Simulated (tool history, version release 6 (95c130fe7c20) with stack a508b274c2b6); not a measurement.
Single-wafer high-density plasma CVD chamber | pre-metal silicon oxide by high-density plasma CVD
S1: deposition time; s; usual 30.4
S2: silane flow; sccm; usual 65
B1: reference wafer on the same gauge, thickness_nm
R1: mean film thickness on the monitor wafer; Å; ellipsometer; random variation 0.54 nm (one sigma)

run,hour,S1,S2,B1,R1
1,0,33.5,65,162.133,2164.92
2,60.8,33.5,65,161.834,2156.76
3,143.5,33.5,65,162.026,2158.65
4,181.9,30.4,65,162.059,1975.06
5,274.3,30.4,57,161.92,1723.56
6,313.2,30.4,69,162.082,2081.97
7,366.2,30.4,69,162.024,2067.15
8,433.1,34.2,65,161.972,2194.49
9,537.9,34.2,65,162.191,2200.27
10,638,34.2,65,162.126,2200.28
11,709.8,32.3,65,162.006,2073.62
12,787.7,30.4,56,162.204,1688.27
13,861.1,30.4,65,162.086,1940.47
14,949.3,30.4,65,161.814,1944.58
15,1016,30.4,65,162.016,1946.67
16,1057.2,30.4,65,161.878,1946.59
17,1137.3,30.4,65,162.058,1950.57
18,1222.5,30.4,65,161.959,1939.42
19,1320.7,30.4,65,161.907,1949.66
20,1376.6,30.4,65,162.027,1942.13
21,1455.6,30.4,65,162.115,1942.94
22,1537.4,30.4,65,161.993,1953.64
23,1601.2,25,59,162.03,1449.24
24,1645.9,30.4,65,161.838,1927.64
25,1728.7,26.7,54,161.799,1421.07
26,1828.6,30.4,65,162.037,1931.56
27,1916.4,34.9,65,161.945,2220.17
28,1982.4,30.4,65,162.126,1935.74
29,2060.9,32,60,162.006,1876.46
30,2137.1,33.1,73,162.225,2375.55
31,2212.1,32.3,77,161.85,2437.73
32,2501.6,32.7,69,161.896,2235.3
33,2539,30.4,65,161.833,1959.07
34,2611,35.7,65,162.079,2312.3
35,2648.2,26.6,68,162.22,1801.69
36,2741.7,26,61,162.133,1572.06
37,2810.5,35.3,54,161.965,1887.53
38,2874.2,34.7,71,162.274,2426.73
39,2974.5,30.4,65,162.106,1945.35
40,3022.2,36.2,73,162.107,2610.46
41,3092.2,28.8,60,162.103,1709.47
42,3142.5,27.8,53,161.93,1456.32
43,3190.8,30.4,56,161.993,1676.12
44,3228.2,32.3,65,162.026,2076.22

Taken out of this log: 2 entries between the listed runs. Where each belongs, and how the hidden state differs across it:
Between runs 31 and 32: silane flow controller replaced (hour 2304.1); gauge calibrated (hour 2357.7)
  delivered silane flow above the setpoint (%): -1.81 -> -0.313
  measured less the result without the state, R1: -45.05 -> -7.01 Å
